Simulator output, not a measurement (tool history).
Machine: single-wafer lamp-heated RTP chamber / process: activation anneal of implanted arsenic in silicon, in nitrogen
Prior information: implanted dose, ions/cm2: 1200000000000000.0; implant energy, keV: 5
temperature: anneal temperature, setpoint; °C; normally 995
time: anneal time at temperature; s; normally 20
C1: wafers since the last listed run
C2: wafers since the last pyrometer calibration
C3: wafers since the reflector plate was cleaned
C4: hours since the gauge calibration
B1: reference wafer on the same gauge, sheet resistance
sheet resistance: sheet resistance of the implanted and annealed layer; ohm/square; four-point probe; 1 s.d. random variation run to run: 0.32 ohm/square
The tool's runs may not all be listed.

Run 1, day 0.000: usual settings; C1 0; C2 4638; C3 1727; C4 153.3; B1 138.02. Result: sheet resistance 149.17 ohm/square.
Run 2, day 1.454: usual settings; C1 293; C2 4932; C3 2021; C4 188.2; B1 138.10. Result: sheet resistance 148.74 ohm/square.
Run 3, day 4.117: usual settings; C1 537; C2 5469; C3 2559; C4 252.1; B1 137.90. Result: sheet resistance 148.28 ohm/square.
Run 4, day 6.733: usual settings; C1 528; C2 5998; C3 3087; C4 314.9; B1 137.96. Result: sheet resistance 147.83 ohm/square.
Run 5, day 8.283: usual settings; C1 313; C2 6311; C3 3400; C4 352.1; B1 138.05. Result: sheet resistance 148.31 ohm/square.
Run 6, day 11.242: usual settings; C1 597; C2 6908; C3 3998; C4 423.1; B1 138.09. Result: sheet resistance 148.26 ohm/square.
Run 7, day 12.458: usual settings; C1 245; C2 7154; C3 4244; C4 452.3; B1 137.98. Result: sheet resistance 148.67 ohm/square.
Run 8, day 14.742: usual settings but time 14 s; C1 461; C2 7615; C3 4705; C4 507.1; B1 138.05. Result: sheet resistance 161.80 ohm/square.
Run 9, day 16.925: usual settings but time 14 s; C1 440; C2 8056; C3 5146; C4 559.5; B1 137.90. Result: sheet resistance 161.98 ohm/square.
Run 10, day 18.038: usual settings but temperature 987 °C; C1 224; C2 8281; C3 5370; C4 586.2; B1 137.87. Result: sheet resistance 157.29 ohm/square.
At day 18.742: pyrometer window cleaned and pyrometer calibrated.
At day 19.900: reflector plate cleaned.
Run 11, day 19.921: usual settings but temperature 987 °C; C1 245; C2 171; C3 4; C4 631.4; B1 137.95. Result: sheet resistance 153.62 ohm/square.
Run 12, day 21.617: usual settings; C1 342; C2 513; C3 346; C4 672.1; B1 137.92. Result: sheet resistance 145.05 ohm/square.
Run 13, day 22.796: usual settings; C1 238; C2 751; C3 585; C4 700.4; B1 137.97. Result: sheet resistance 144.19 ohm/square.
Run 14, day 24.750: usual settings; C1 394; C2 1146; C3 979; C4 747.3; B1 138.03. Result: sheet resistance 144.36 ohm/square.
Run 15, day 26.688: usual settings; C1 391; C2 1537; C3 1371; C4 793.8; B1 138.01. Result: sheet resistance 143.84 ohm/square.
Run 16, day 28.175: usual settings but temperature 977 °C; C1 300; C2 1838; C3 1671; C4 829.5; B1 138.02. Result: sheet resistance 164.47 ohm/square.
Run 17, day 31.025: usual settings but temperature 1003 °C, time 29 s; C1 575; C2 2413; C3 2247; C4 897.9; B1 137.95. Result: sheet resistance 122.37 ohm/square.
Run 18, day 32.217: usual settings but temperature 977 °C, time 30 s; C1 240; C2 2654; C3 2487; C4 926.5; B1 138.05. Result: sheet resistance 148.49 ohm/square.
Run 19, day 33.758: usual settings but temperature 1014 °C; C1 311; C2 2965; C3 2799; C4 963.5; B1 137.90. Result: sheet resistance 124.87 ohm/square.
Run 20, day 35.671: usual settings but temperature 973 °C, time 9 s; C1 386; C2 3352; C3 3185; C4 1009.4; B1 137.96. Result: sheet resistance 198.84 ohm/square.
Run 21, day 38.179: usual settings but temperature 966 °C; C1 506; C2 3858; C3 3692; C4 1069.6; B1 138.00. Result: sheet resistance 176.84 ohm/square.

Run 22 is up next; what results do you expect?
At day 39.271: reflector plate cleaned, repeated, since the last time left the tool worse.
Run 22, day 40.996: usual settings but temperature 986 °C; C1 501; C2 4360; C3 348; C4 1137.2; B1 ?. Result: sheet resistance ?.

{"run 22": {"B1": 138.05, "sheet resistance": 161.47}}
Had the tool carried no hidden state, the very same run would have given sheet resistance 162.03 ohm/square.
